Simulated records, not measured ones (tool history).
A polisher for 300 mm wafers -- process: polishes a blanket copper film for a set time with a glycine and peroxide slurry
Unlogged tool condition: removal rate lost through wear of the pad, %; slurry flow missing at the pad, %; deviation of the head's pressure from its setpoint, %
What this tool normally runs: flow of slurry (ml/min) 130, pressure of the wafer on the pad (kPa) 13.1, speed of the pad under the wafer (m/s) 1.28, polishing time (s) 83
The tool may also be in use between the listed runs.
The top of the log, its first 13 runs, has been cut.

| run | hour | flow of slurry (ml/min) | pressure of the wafer on the pad (kPa) | speed of the pad under the wafer (m/s) | polishing time (s) | wafers since the last listed run | wafers polished on this pad | hours since the slurry nozzle was cleaned | hours since the head pressure was calibrated | incoming thickness of the incoming film, nm | film removed (Å) |
|---|---|---|---|---|---|---|---|---|---|---|---|
| 14 | 913.5 | 130 | 13.1 | 1.28 | 83 | 362 | 2339 | 747 | 73.1 | 1978.1 | 3754 |
|  | 948 | slurry nozzle cleaned |
| 15 | 1008.4 | 175 | 9 | 0.84 | 109 | 763 | 3103 | 60.4 | 168 | 1992 | 3617 |
| 16 | 1079.6 | 130 | 13.1 | 1.28 | 83 | 579 | 3683 | 131.6 | 239.2 | 1997.7 | 4162 |
| 17 | 1357.7 | 130 | 13.1 | 1.28 | 83 | 2262 | 5945 | 409.7 | 517.3 | 1982.9 | 3890 |
|  | 1388.7 | worn pad replaced by a new one |
| 18 | 1418 | 130 | 13.1 | 1.28 | 92 | 458 | 238 | 470 | 577.6 | 2006.8 | 4278 |
| 19 | 1501.7 | 130 | 13.1 | 0.92 | 83 | 681 | 919 | 553.7 | 661.3 | 1995.9 | 2966 |
| 20 | 1538.2 | 175 | 15.9 | 1.28 | 83 | 296 | 1216 | 590.2 | 697.8 | 1962.3 | 4742 |
| 21 | 1603.3 | 130 | 13.1 | 1.28 | 83 | 529 | 1745 | 655.3 | 762.9 | 1987.7 | 3766 |
| 22 | 1700.9 | 130 | 13.1 | 1.04 | 83 | 794 | 2539 | 752.9 | 860.5 | 2003.9 | 3244 |
| 23 | 1768.1 | 130 | 13.1 | 1.28 | 66 | 546 | 3086 | 820.1 | 927.7 | 2030.3 | 3012 |
|  | 1881.6 | slurry nozzle cleaned |
|  | 1965.1 | head pressure recalibrated |
| 24 | 1983 | 150 | 13.1 | 1.42 | 68 | 1724 | 4810 | 101.4 | 17.9 | 2005.2 | 3909 |
| 25 | 2177.8 | 110 | 9.7 | 1.28 | 83 | 1584 | 6395 | 296.2 | 212.7 | 1998.3 | 3227 |
|  | 2242 | worn pad replaced by a new one |
| 26 | 2255.9 | 130 | 13.1 | 1.28 | 83 | 602 | 112 | 374.3 | 290.8 | 2002.1 | 3960 |
| 27 | 2530.6 | 110 | 9 | 1.28 | 66 | 2235 | 2347 | 649 | 565.5 | 1947.9 | 2366 |
| 28 | 2613.9 | 130 | 13.1 | 1.28 | 83 | 677 | 3025 | 732.3 | 648.8 | 1958.9 | 3918 |
|  | 2682.8 | slurry nozzle cleaned |
| 29 | 2891.9 | 130 | 13.1 | 1.28 | 83 | 2253 | 5279 | 209.1 | 926.8 | 2008.4 | 3905 |
| 30 | 3032.8 | 130 | 13.1 | 1.28 | 83 | 1146 | 6425 | 350 | 1067.7 | 1966.4 | 3702 |
|  | 3062.6 | worn pad replaced by a new one |
| 31 | 3122.9 | 130 | 13.1 | 0.86 | 83 | 700 | 490 | 440.1 | 1157.8 | 1965.8 | 2681 |
|  | 3146 | head pressure recalibrated |
| 32 | 3175.3 | 110 | 14.5 | 1.28 | 76 | 410 | 900 | 492.5 | 29.3 | 1995.9 | 3328 |
| 33 | 3243.3 | 130 | 11 | 1.28 | 83 | 553 | 1453 | 560.5 | 97.3 | 1984.8 | 3295 |
| 34 | 3301.2 | 130 | 13.1 | 1.68 | 56 | 471 | 1925 | 618.4 | 155.2 | 2007 | 3017 |
| 35 | 3388.4 | 130 | 16.5 | 1.28 | 101 | 709 | 2634 | 705.6 | 242.4 | 1998.1 | 4878 |
| 36 | 3435.2 | 110 | 11 | 1.54 | 66 | 380 | 3015 | 752.4 | 289.2 | 1982.5 | 2737 |
|  | 3482.3 | slurry nozzle cleaned |
| 37 | 3527.7 | 130 | 15.2 | 1.28 | 83 | 744 | 3759 | 45.4 | 381.7 | 2009.6 | 4710 |

Consider 4 possible next runs. They are alternatives, not a sequence: every one starts from the tool as it was left by run 37. What does each give?
| A | 3528.1 | 115 | 13.1 | 1.28 | 83 | 3 | 3763 | 45.8 | 382.1 | 1992.5 | ? |
| B | 3528.1 | 110 | 13.1 | 1.4 | 75 | 3 | 3763 | 45.8 | 382.1 | 1992.5 | ? |
| C | 3528.1 | 100 | 15.9 | 1.72 | 60 | 3 | 3763 | 45.8 | 382.1 | 1992.5 | ? |
| D | 3528.1 | 130 | 9 | 1.28 | 55 | 3 | 3763 | 45.8 | 382.1 | 1992.5 | ? |

| run | film removed (Å) |
|---|---|
| A | 4084 |
| B | 3919 |
| C | 4080 |
| D | 2281 |
Had the tool no hidden state, the same runs would have come out as:
| run | film removed (Å) |
|---|---|
| A | 4182 |
| B | 4018 |
| C | 4193 |
| D | 2329 |
